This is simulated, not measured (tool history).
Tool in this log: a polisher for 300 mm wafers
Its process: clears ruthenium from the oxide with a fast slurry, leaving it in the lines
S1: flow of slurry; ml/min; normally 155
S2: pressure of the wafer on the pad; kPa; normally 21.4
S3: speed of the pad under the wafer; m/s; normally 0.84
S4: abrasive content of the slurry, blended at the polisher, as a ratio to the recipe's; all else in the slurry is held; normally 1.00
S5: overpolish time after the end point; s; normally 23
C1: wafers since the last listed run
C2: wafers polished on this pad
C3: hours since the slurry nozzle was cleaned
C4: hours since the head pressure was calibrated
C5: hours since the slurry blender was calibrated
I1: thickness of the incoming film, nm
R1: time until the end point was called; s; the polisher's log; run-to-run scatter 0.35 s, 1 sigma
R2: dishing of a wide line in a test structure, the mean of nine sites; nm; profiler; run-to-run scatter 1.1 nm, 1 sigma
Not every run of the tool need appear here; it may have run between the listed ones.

run,hour,S1,S2,S3,S4,S5,C1,C2,C3,C4,C5,I1,R1,R2
1,0.0,155,21.4,0.84,1.00,23,0,341,116.4,237.7,419.5,120.0,34.8,63.3
# hour 5.3: slurry blender recalibrated
2,29.9,155,17.2,0.84,1.00,23,224,566,146.3,267.6,24.6,117.5,42.4,51.2
3,49.0,155,17.2,0.84,1.00,23,153,719,165.4,286.7,43.7,118.8,43.4,51.2
# hour 77.0: slurry nozzle cleaned
4,84.3,155,17.2,0.84,1.00,23,276,996,7.3,322.0,79.0,118.4,44.5,49.1
5,111.4,155,18.6,0.84,1.00,23,218,1214,34.4,349.1,106.1,118.5,42.7,52.2
# hour 117.9: worn pad replaced by a new one
6,147.0,155,21.4,0.84,1.00,23,254,234,70.0,384.7,141.7,118.2,33.1,61.2
7,162.3,155,21.4,0.84,1.00,23,123,357,85.3,400.0,157.0,119.5,33.5,61.6
# hour 166.1: head pressure recalibrated
8,193.1,155,21.4,0.84,1.00,23,231,589,116.1,27.0,187.8,118.6,38.3,57.3
9,212.6,155,19.3,0.84,1.00,23,157,746,135.6,46.5,207.3,122.5,43.3,51.8
10,231.6,155,19.3,0.84,1.00,23,153,899,154.6,65.5,226.3,118.3,42.1,51.6
# hour 251.1: worn pad replaced by a new one
11,253.7,155,21.4,0.84,1.00,23,145,20,176.7,87.6,248.4,119.6,35.7,60.5
12,271.2,155,21.4,0.84,1.00,23,140,161,194.2,105.1,265.9,119.5,36.2,58.5
13,299.8,155,21.4,0.84,1.00,11,230,392,222.8,133.7,294.5,119.1,35.8,32.6
# hour 304.9: slurry nozzle cleaned
14,315.2,155,19.3,0.84,0.85,27,115,508,10.3,149.1,309.9,120.0,42.8,61.3
15,339.1,155,25.5,0.84,1.00,9,192,700,34.2,173.0,333.8,120.5,30.5,31.6
16,367.6,155,21.4,0.84,1.00,23,229,930,62.7,201.5,362.3,120.5,36.7,58.1
# hour 381.2: slurry blender recalibrated
17,381.7,155,21.4,0.62,1.00,23,97,1027,76.8,215.6,0.5,119.5,47.3,47.3
18,408.7,155,21.4,0.60,1.00,29,217,1244,103.8,242.6,27.5,118.6,49.9,55.5
# hour 422.0: worn pad replaced by a new one
19,444.5,155,21.4,0.84,1.15,23,256,181,139.6,278.4,63.3,119.9,32.6,66.3
20,464.8,155,21.4,0.84,1.00,23,163,344,159.9,298.7,83.6,119.9,34.4,61.6
21,500.0,170,21.4,0.84,1.00,31,283,628,195.1,333.9,118.8,119.5,34.9,78.3
# hour 504.9: slurry nozzle cleaned
22,518.0,125,15.9,0.70,1.20,23,136,765,13.1,351.9,136.8,118.1,51.1,43.1
23,545.9,205,24.8,0.56,1.00,9,224,989,41.0,379.8,164.7,122.4,42.9,23.2

The tool's hidden state at each run:
slurry flow missing at the pad, %: 0 at every run
abrasive missing from the slurry, %: 0 at every run
H1: removal rate lost through wear of the pad, %
H2: deviation of the head's pressure from its setpoint, %
run,H1,H2
1,1.19,9.98
2,2.79,10.4
3,4.25,10.6
4,7.85,10.9
5,11.4,11.1
6,0.63,11.2
7,1.16,11.3
8,2.88,0.444
9,4.42,1.94
10,6.28,3.18
11,0.136,4.4
12,0.321,5.23
13,1.24,6.34
14,2.05,6.84
15,3.75,7.51
16,6.48,8.14
17,8.11,8.41
18,11.7,8.84
19,0.57,9.28
20,1.19,9.48
21,3.18,9.75
22,4.64,9.86
23,7.51,10
